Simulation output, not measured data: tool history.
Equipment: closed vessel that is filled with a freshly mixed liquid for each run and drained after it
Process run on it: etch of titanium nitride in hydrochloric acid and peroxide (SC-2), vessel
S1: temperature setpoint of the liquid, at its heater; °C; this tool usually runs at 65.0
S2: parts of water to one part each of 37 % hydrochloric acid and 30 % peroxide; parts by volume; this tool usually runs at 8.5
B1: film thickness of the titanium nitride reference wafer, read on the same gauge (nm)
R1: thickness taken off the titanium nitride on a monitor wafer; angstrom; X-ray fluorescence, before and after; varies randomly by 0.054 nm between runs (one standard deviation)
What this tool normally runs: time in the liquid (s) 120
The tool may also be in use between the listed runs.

{"run": 1, "hour": 0.0, "S1": 57.5, "S2": 11.5, "time in the liquid (s)": 120, "B1": 30.0, "R1": 31.1}
{"hour": 58.4, "done": "gauge calibrated"}
{"run": 2, "hour": 67.4, "S1": 65.0, "S2": 8.5, "time in the liquid (s)": 120, "B1": 30.01, "R1": 63.7}
{"run": 3, "hour": 108.7, "S1": 65.0, "S2": 8.5, "time in the liquid (s)": 120, "B1": 30.0, "R1": 63.5}
{"run": 4, "hour": 162.4, "S1": 59.0, "S2": 8.5, "time in the liquid (s)": 75, "B1": 29.98, "R1": 27.6}
{"hour": 163.8, "done": "chemicals flow meter replaced"}
{"run": 5, "hour": 223.4, "S1": 59.0, "S2": 8.5, "time in the liquid (s)": 75, "B1": 30.0, "R1": 28.8}
{"run": 6, "hour": 285.3, "S1": 72.0, "S2": 11.5, "time in the liquid (s)": 175, "B1": 30.03, "R1": 117.7}
{"run": 7, "hour": 309.7, "S1": 59.0, "S2": 11.5, "time in the liquid (s)": 145, "B1": 30.01, "R1": 43.2}
{"hour": 339.2, "done": "thermometer replaced"}
{"run": 8, "hour": 343.8, "S1": 58.0, "S2": 7.0, "time in the liquid (s)": 145, "B1": 30.03, "R1": 62.6}
{"hour": 369.2, "done": "new drum of peroxide connected"}
{"run": 9, "hour": 378.5, "S1": 65.0, "S2": 4.5, "time in the liquid (s)": 65, "B1": 29.99, "R1": 60.3}
{"run": 10, "hour": 406.6, "S1": 72.0, "S2": 6.0, "time in the liquid (s)": 90, "B1": 30.02, "R1": 104.3}
{"run": 11, "hour": 467.6, "S1": 65.0, "S2": 8.5, "time in the liquid (s)": 120, "B1": 29.97, "R1": 67.7}
{"run": 12, "hour": 537.9, "S1": 68.5, "S2": 7.0, "time in the liquid (s)": 65, "B1": 29.98, "R1": 53.5}
{"run": 13, "hour": 598.6, "S1": 65.0, "S2": 8.5, "time in the liquid (s)": 120, "B1": 29.99, "R1": 69.4}
{"run": 14, "hour": 645.9, "S1": 65.0, "S2": 8.5, "time in the liquid (s)": 150, "B1": 29.99, "R1": 84.5}
{"run": 15, "hour": 711.4, "S1": 65.0, "S2": 9.5, "time in the liquid (s)": 120, "B1": 29.99, "R1": 62.4}
{"hour": 755.2, "done": "new drum of peroxide connected"}
{"run": 16, "hour": 756.3, "S1": 65.0, "S2": 5.0, "time in the liquid (s)": 60, "B1": 30.01, "R1": 51.1}
{"run": 17, "hour": 790.6, "S1": 58.5, "S2": 8.5, "time in the liquid (s)": 120, "B1": 30.0, "R1": 46.1}
{"run": 18, "hour": 829.3, "S1": 65.0, "S2": 8.5, "time in the liquid (s)": 120, "B1": 30.0, "R1": 67.4}
{"run": 19, "hour": 883.6, "S1": 65.0, "S2": 8.5, "time in the liquid (s)": 120, "B1": 30.0, "R1": 67.5}
{"run": 20, "hour": 917.6, "S1": 65.0, "S2": 8.5, "time in the liquid (s)": 120, "B1": 30.0, "R1": 67.1}
{"run": 21, "hour": 957.5, "S1": 65.0, "S2": 11.5, "time in the liquid (s)": 185, "B1": 29.99, "R1": 80.6}
{"run": 22, "hour": 984.8, "S1": 65.0, "S2": 8.5, "time in the liquid (s)": 120, "B1": 29.99, "R1": 67.0}
{"run": 23, "hour": 1038.6, "S1": 60.0, "S2": 6.0, "time in the liquid (s)": 60, "B1": 30.04, "R1": 32.1}
{"run": 24, "hour": 1064.8, "S1": 69.5, "S2": 11.5, "time in the liquid (s)": 170, "B1": 29.98, "R1": 96.0}
{"run": 25, "hour": 1104.2, "S1": 72.0, "S2": 9.5, "time in the liquid (s)": 120, "B1": 30.0, "R1": 93.3}
{"run": 26, "hour": 1138.7, "S1": 65.0, "S2": 8.5, "time in the liquid (s)": 190, "B1": 30.03, "R1": 106.6}
{"run": 27, "hour": 1178.8, "S1": 61.0, "S2": 12.0, "time in the liquid (s)": 75, "B1": 29.98, "R1": 24.3}
{"hour": 1180.4, "done": "new drum of peroxide connected"}
{"run": 28, "hour": 1204.6, "S1": 65.0, "S2": 8.5, "time in the liquid (s)": 155, "B1": 30.0, "R1": 86.2}

A few steps of R1 between consecutive runs. Split each: what settings, incoming material and random variation would produce without the hidden state, and what is left over for the hidden state, along with gauge scatter present in only one of the two compared results (measured, and without hidden state):
Unlogged tool condition in this case: liquid colder than its thermometer reads (K); chemicals flow below the setpoint (%); peroxide weaker than its label (%); gauge reads high (%).
Run 5 -> 6: S1 59.0 -> 72.0, S2 8.5 -> 11.5, time in the liquid (s) 75 -> 175. R1 +88.9 angstrom: hidden state -3.7, all else +92.6.
Run 26 -> 27: S1 65.0 -> 61.0, S2 8.5 -> 12.0, time in the liquid (s) 190 -> 75. R1 -82.3 angstrom: hidden state +3.5, all else -85.8.
